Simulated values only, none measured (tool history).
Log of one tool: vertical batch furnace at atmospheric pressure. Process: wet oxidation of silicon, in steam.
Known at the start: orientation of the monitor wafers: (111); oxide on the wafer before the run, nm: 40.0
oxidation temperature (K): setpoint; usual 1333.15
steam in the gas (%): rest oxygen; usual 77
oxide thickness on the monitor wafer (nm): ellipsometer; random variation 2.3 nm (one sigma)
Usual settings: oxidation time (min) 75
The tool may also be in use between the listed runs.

| run | hour | oxidation temperature (K) | oxidation time (min) | steam in the gas (%) | wafers since the last listed run | hours since the last temperature calibration | hours since the steam generator was serviced | hours since the gauge calibration | read-back reference wafer on the same gauge, thickness | oxide thickness on the monitor wafer (nm) |
|---|---|---|---|---|---|---|---|---|---|---|
| 1 | 0 | 1333.15 | 75 | 70 | 0 | 3609.3 | 1019.8 | 535.3 | 492.16 | 550.31 |
| 2 | 15 | 1333.15 | 75 | 70 | 114 | 3624.3 | 1034.8 | 550.3 | 492.94 | 551.47 |
| 3 | 29.3 | 1333.15 | 75 | 71 | 109 | 3638.6 | 1049.1 | 564.6 | 492.8 | 555.1 |
| 4 | 58.4 | 1333.15 | 75 | 71 | 222 | 3667.7 | 1078.2 | 593.7 | 493.09 | 554.56 |
| 5 | 79.4 | 1333.15 | 98.5 | 77 | 160 | 3688.7 | 1099.2 | 614.7 | 493 | 677.12 |
| 6 | 101 | 1333.15 | 98.5 | 77 | 165 | 3710.3 | 1120.8 | 636.3 | 493.03 | 673.95 |
| 7 | 132.5 | 1333.15 | 75 | 77 | 241 | 3741.8 | 1152.3 | 667.8 | 493.33 | 580.24 |
| 8 | 148.6 | 1333.15 | 75 | 77 | 123 | 3757.9 | 1168.4 | 683.9 | 493.73 | 582.46 |
| 9 | 170.1 | 1333.15 | 75 | 69 | 164 | 3779.4 | 1189.9 | 705.4 | 492.82 | 551.39 |
| 10 | 197.1 | 1333.15 | 75 | 77 | 206 | 3806.4 | 1216.9 | 732.4 | 492.97 | 576.82 |
| 11 | 221.5 | 1333.15 | 75 | 77 | 186 | 3830.8 | 1241.3 | 756.8 | 493.07 | 583.66 |
| 12 | 233.9 | 1333.15 | 75 | 77 | 94 | 3843.2 | 1253.7 | 769.2 | 492.9 | 580.71 |
|  | 240.5 | gauge calibrated |
|  | 266.3 | steam generator serviced |
| 13 | 266.8 | 1333.15 | 75 | 77 | 68 | 3876.1 | 0.5 | 26.3 | 493.22 | 574.27 |
|  | 296.3 | thermocouples replaced and temperature profile calibrated |
| 14 | 296.8 | 1333.15 | 75 | 77 | 45 | 0.5 | 30.5 | 56.3 | 492.43 | 565.87 |
| 15 | 313.5 | 1333.15 | 75 | 77 | 127 | 17.2 | 47.2 | 73 | 492.68 | 569.87 |
| 16 | 336.2 | 1324.15 | 40 | 89 | 173 | 39.9 | 69.9 | 95.7 | 492.8 | 416.07 |
| 17 | 358.2 | 1313.15 | 90.5 | 77 | 168 | 61.9 | 91.9 | 117.7 | 492.55 | 578.12 |
| 18 | 376.5 | 1321.15 | 104.5 | 67 | 140 | 80.2 | 110.2 | 136 | 493.22 | 600.42 |
| 19 | 404.1 | 1347.15 | 53 | 71 | 211 | 107.8 | 137.8 | 163.6 | 493 | 471.03 |
|  | 443.2 | steam generator serviced, repeated, since the last time left the tool worse |
| 20 | 443.7 | 1333.15 | 75 | 80 | 119 | 147.4 | 0.5 | 203.2 | 493.12 | 607.45 |
| 21 | 451.4 | 1352.15 | 64.5 | 82 | 58 | 155.1 | 8.2 | 210.9 | 492.82 | 610.99 |
| 22 | 473.8 | 1333.15 | 75 | 77 | 171 | 177.5 | 30.6 | 233.3 | 492.61 | 594.72 |
| 23 | 493.5 | 1354.15 | 75 | 77 | 150 | 197.2 | 50.3 | 253 | 493.5 | 644.51 |
| 24 | 517.8 | 1333.15 | 55.5 | 81 | 186 | 221.5 | 74.6 | 277.3 | 493.13 | 521.69 |
| 25 | 542 | 1326.15 | 38 | 66 | 185 | 245.7 | 98.8 | 301.5 | 493.45 | 362.36 |
| 26 | 556.2 | 1333.15 | 90.5 | 85 | 108 | 259.9 | 113 | 315.7 | 492.71 | 691.86 |
| 27 | 572 | 1312.15 | 102 | 69 | 120 | 275.7 | 128.8 | 331.5 | 492.79 | 609.31 |
| 28 | 594.7 | 1318.15 | 107 | 89 | 173 | 298.4 | 151.5 | 354.2 | 492.57 | 739.51 |
| 29 | 609.1 | 1324.15 | 75 | 84 | 110 | 312.8 | 165.9 | 368.6 | 492.71 | 598.57 |
| 30 | 639.6 | 1313.15 | 75 | 65 | 233 | 343.3 | 196.4 | 399.1 | 493.16 | 497.88 |
| 31 | 651.7 | 1333.15 | 75 | 77 | 92 | 355.4 | 208.5 | 411.2 | 492.67 | 590.02 |
| 32 | 686 | 1333.15 | 75 | 77 | 262 | 389.7 | 242.8 | 445.5 | 492.55 | 587.74 |
| 33 | 702 | 1333.15 | 75 | 71 | 122 | 405.7 | 258.8 | 461.5 | 492.44 | 563.19 |
| 34 | 723.2 | 1333.15 | 85 | 66 | 162 | 426.9 | 280 | 482.7 | 493.41 | 576.63 |
| 35 | 753.2 | 1312.15 | 57.5 | 77 | 229 | 456.9 | 310 | 512.7 | 492.94 | 465.41 |
| 36 | 770.6 | 1322.15 | 106.5 | 66 | 133 | 474.3 | 327.4 | 530.1 | 492.71 | 624.06 |
| 37 | 790.6 | 1333.15 | 75 | 70 | 153 | 494.3 | 347.4 | 550.1 | 493.01 | 558.51 |
| 38 | 820.3 | 1325.15 | 62.5 | 67 | 227 | 524 | 377.1 | 579.8 | 493.17 | 479.1 |

Hidden state or all else? Some run-to-run changes of oxide thickness on the monitor wafer (nm), split into what the settings, what came in and random variation would give without the hidden state, and what is left for the hidden state (with any gauge scatter that isn't in both results):
The hidden state here: true tube temperature minus thermocouple reading, K; steam share off its setpoint, % of the setpoint; gauge reads high (%).
Run 12 -> 13: gauge calibrated, steam generator serviced. oxide thickness on the monitor wafer (nm) -6.44: hidden state -11.08, all else +4.64.
Run 16 -> 17: oxidation temperature (K) 1324.15 -> 1313.15, oxidation time (min) 40 -> 90.5, steam in the gas (%) 89 -> 77. oxide thickness on the monitor wafer (nm) +162.05: hidden state -9.7, all else +171.75.
Run 19 -> 20: oxidation temperature (K) 1347.15 -> 1333.15, oxidation time (min) 53 -> 75, steam in the gas (%) 71 -> 80, steam generator serviced, repeated, since the last time left the tool worse. oxide thickness on the monitor wafer (nm) +136.42: hidden state +27.56, all else +108.86.
Run 24 -> 25: oxidation temperature (K) 1333.15 -> 1326.15, oxidation time (min) 55.5 -> 38, steam in the gas (%) 81 -> 66. oxide thickness on the monitor wafer (nm) -159.33: hidden state +0.34, all else -159.67.
Run 25 -> 26: oxidation temperature (K) 1326.15 -> 1333.15, oxidation time (min) 38 -> 90.5, steam in the gas (%) 66 -> 85. oxide thickness on the monitor wafer (nm) +329.5: hidden state -2.77, all else +332.27.
